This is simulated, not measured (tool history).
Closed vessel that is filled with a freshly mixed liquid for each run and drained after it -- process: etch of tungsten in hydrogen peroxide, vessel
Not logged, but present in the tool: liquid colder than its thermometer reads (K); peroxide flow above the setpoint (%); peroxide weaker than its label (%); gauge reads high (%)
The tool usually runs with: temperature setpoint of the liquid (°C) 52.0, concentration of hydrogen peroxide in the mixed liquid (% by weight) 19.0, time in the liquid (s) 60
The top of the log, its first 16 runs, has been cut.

run,hour,temperature setpoint of the liquid (°C),concentration of hydrogen peroxide in the mixed liquid (% by weight),time in the liquid (s),wafers since the last listed run,hours since the thermometer was replaced,hours since the peroxide flow meter was replaced,hours since the drum of peroxide was connected,hours since the gauge calibration,"read-back film thickness of the tungsten reference wafer, read on the same gauge (nm)",thickness taken off the tungsten on a monitor wafer (angstrom)
17,1202.7,52.0,15.5,60,10467,630.3,1289.1,117.5,573.7,139.99,547.1
# hour 1231.9: thermometer replaced
18,1307.1,48.0,21.0,95,11193,75.2,1393.5,221.9,678.1,140.02,791.0
# hour 1374.6: peroxide flow meter replaced
19,1397.8,44.5,16.0,60,9710,165.9,23.2,312.6,768.8,139.99,325.1
20,1435.6,48.0,19.0,75,4091,203.7,61.0,350.4,806.6,139.98,557.5
21,1542.2,60.5,23.5,95,11539,310.3,167.6,457.0,913.2,140.03,1667.0
22,1600.3,52.0,15.0,60,6289,368.4,225.7,515.1,971.3,140.02,508.4
23,1673.1,52.0,19.0,60,7880,441.2,298.5,587.9,1044.1,140.01,580.3
# hour 1684.2: new drum of peroxide connected
24,1715.1,52.0,19.0,60,4438,483.2,340.5,30.9,1086.1,139.96,570.6
25,1817.0,52.0,19.0,35,11030,585.1,442.4,132.8,1188.0,139.98,343.6
26,1866.3,52.0,19.0,60,5336,634.4,491.7,182.1,1237.3,140.00,583.3
27,1905.2,52.0,19.0,60,4210,673.3,530.6,221.0,1276.2,139.98,589.3
28,1956.9,44.5,20.5,80,5596,725.0,582.3,272.7,1327.9,139.98,504.2
# hour 1975.4: thermometer replaced
29,2042.4,45.5,15.0,90,9147,67.0,667.8,358.2,1413.4,140.00,526.1
30,2100.7,52.0,17.0,60,6310,125.3,726.1,416.5,1471.7,140.02,564.2

4 options for the next run, each taken on its own from the tool as it stands now. Forecast them:
A,2101.4,52.0,19.0,30,75,126.0,726.8,417.2,1472.4,?,?
B,2101.4,52.0,23.0,70,75,126.0,726.8,417.2,1472.4,?,?
C,2101.4,56.0,19.0,40,75,126.0,726.8,417.2,1472.4,?,?
D,2101.4,52.0,17.5,35,75,126.0,726.8,417.2,1472.4,?,?

run,"read-back film thickness of the tungsten reference wafer, read on the same gauge (nm)",thickness taken off the tungsten on a monitor wafer (angstrom)
A,140.00,291.7
B,140.00,748.8
C,140.00,493.7
D,140.00,326.6
Without the tool's hidden state the same runs would have given:
run,thickness taken off the tungsten on a monitor wafer (angstrom)
A,281.9
B,723.6
C,477.1
D,315.6
